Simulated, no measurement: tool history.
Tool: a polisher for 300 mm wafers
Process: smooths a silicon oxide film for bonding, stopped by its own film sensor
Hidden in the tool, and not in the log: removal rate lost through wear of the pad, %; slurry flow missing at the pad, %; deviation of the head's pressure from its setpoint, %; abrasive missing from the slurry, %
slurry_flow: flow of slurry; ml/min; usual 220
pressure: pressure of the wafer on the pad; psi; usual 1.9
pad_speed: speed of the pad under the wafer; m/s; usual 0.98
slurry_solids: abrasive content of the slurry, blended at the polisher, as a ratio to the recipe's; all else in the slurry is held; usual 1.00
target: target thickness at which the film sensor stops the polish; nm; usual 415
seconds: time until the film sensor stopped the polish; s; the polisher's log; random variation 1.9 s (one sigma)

| run | hour | slurry_flow | pressure | pad_speed | slurry_solids | target | wafers since the last listed run | wafers polished on this pad | hours since the slurry nozzle was cleaned | hours since the head pressure was calibrated | hours since the slurry blender was calibrated | incoming thickness of the incoming film, nm | seconds |
|---|---|---|---|---|---|---|---|---|---|---|---|---|---|
| 1 | 0.0 | 220 | 1.9 | 0.98 | 1.00 | 401 | 0 | 347 | 692.6 | 720.2 | 51.9 | 473.0 | 138.9 |
| 2 | 12.0 | 220 | 1.9 | 0.98 | 1.00 | 401 | 140 | 487 | 704.6 | 732.2 | 63.9 | 470.6 | 133.1 |
| 3 | 24.5 | 220 | 1.9 | 0.98 | 1.00 | 415 | 146 | 633 | 717.1 | 744.7 | 76.4 | 470.4 | 110.9 |
| 4 | 37.4 | 220 | 1.9 | 0.98 | 1.00 | 415 | 150 | 784 | 730.0 | 757.6 | 89.3 | 471.7 | 113.6 |
| 5 | 49.9 | 220 | 1.9 | 0.98 | 1.00 | 415 | 146 | 930 | 742.5 | 770.1 | 101.8 | 473.4 | 120.6 |
|  | 64.5 | worn pad replaced by a new one |
| 6 | 65.0 | 220 | 1.9 | 1.12 | 1.00 | 415 | 129 | 5 | 757.6 | 785.2 | 116.9 | 466.4 | 87.2 |
| 7 | 72.8 | 220 | 1.9 | 0.98 | 1.00 | 415 | 91 | 97 | 765.4 | 793.0 | 124.7 | 471.0 | 97.6 |
| 8 | 86.2 | 220 | 1.9 | 0.98 | 1.00 | 415 | 156 | 253 | 778.8 | 806.4 | 138.1 | 465.2 | 95.1 |
| 9 | 100.6 | 220 | 1.9 | 0.98 | 1.00 | 415 | 168 | 422 | 793.2 | 820.8 | 152.5 | 466.4 | 97.1 |
| 10 | 116.4 | 220 | 1.9 | 0.98 | 1.00 | 415 | 184 | 606 | 809.0 | 836.6 | 168.3 | 471.0 | 112.7 |
| 11 | 127.7 | 220 | 1.9 | 0.98 | 1.00 | 415 | 132 | 739 | 820.3 | 847.9 | 179.6 | 471.8 | 110.6 |
|  | 130.7 | slurry blender recalibrated |
|  | 136.8 | slurry nozzle cleaned |
| 12 | 139.6 | 220 | 1.9 | 1.10 | 0.85 | 415 | 104 | 843 | 2.8 | 859.8 | 8.9 | 473.2 | 118.1 |
| 13 | 147.3 | 220 | 1.9 | 0.86 | 1.00 | 415 | 90 | 933 | 10.5 | 867.5 | 16.6 | 463.3 | 103.1 |
|  | 164.2 | worn pad replaced by a new one, of another model than before |
| 14 | 164.7 | 265 | 1.4 | 1.30 | 1.00 | 402 | 156 | 6 | 27.9 | 884.9 | 34.0 | 469.0 | 127.1 |
| 15 | 178.0 | 220 | 1.9 | 0.98 | 1.00 | 415 | 155 | 161 | 41.2 | 898.2 | 47.3 | 463.3 | 89.2 |
| 16 | 191.4 | 155 | 1.9 | 0.98 | 1.00 | 415 | 156 | 318 | 54.6 | 911.6 | 60.7 | 473.9 | 114.3 |
| 17 | 204.9 | 220 | 1.9 | 0.98 | 1.00 | 415 | 157 | 476 | 68.1 | 925.1 | 74.2 | 470.7 | 110.9 |
|  | 207.7 | head pressure recalibrated |
| 18 | 218.6 | 220 | 1.9 | 0.98 | 0.90 | 415 | 136 | 613 | 81.8 | 10.9 | 87.9 | 471.2 | 113.9 |
| 19 | 227.2 | 185 | 1.9 | 0.70 | 1.00 | 415 | 100 | 713 | 90.4 | 19.5 | 96.5 | 471.5 | 126.0 |
| 20 | 238.0 | 220 | 1.9 | 0.98 | 1.00 | 415 | 126 | 839 | 101.2 | 30.3 | 107.3 | 474.4 | 115.3 |
|  | 257.7 | worn pad replaced by a new one |
| 21 | 266.7 | 220 | 1.9 | 1.26 | 1.00 | 398 | 288 | 105 | 129.9 | 59.0 | 136.0 | 471.0 | 124.2 |
| 22 | 280.1 | 220 | 1.9 | 0.98 | 1.00 | 415 | 156 | 261 | 143.3 | 72.4 | 149.4 | 469.5 | 105.6 |
| 23 | 288.4 | 285 | 2.3 | 0.98 | 1.20 | 415 | 97 | 358 | 151.6 | 80.7 | 157.7 | 462.9 | 77.7 |

3 ways to go on from here, each from the tool as it stands after run 23. What would each give?
| A | 288.8 | 180 | 1.9 | 0.98 | 1.00 | 415 | 4 | 363 | 152.0 | 81.1 | 158.1 | 465.7 | ? |
| B | 288.8 | 220 | 1.9 | 0.98 | 1.00 | 426 | 4 | 363 | 152.0 | 81.1 | 158.1 | 465.7 | ? |
| C | 288.8 | 220 | 1.9 | 0.98 | 0.70 | 430 | 4 | 363 | 152.0 | 81.1 | 158.1 | 465.7 | ? |

| run | seconds |
|---|---|
| A | 94.6 |
| B | 72.4 |
| C | 72.4 |
Without the tool's hidden state the same runs would have given:
| run | seconds |
|---|---|
| A | 90.0 |
| B | 68.9 |
| C | 68.9 |
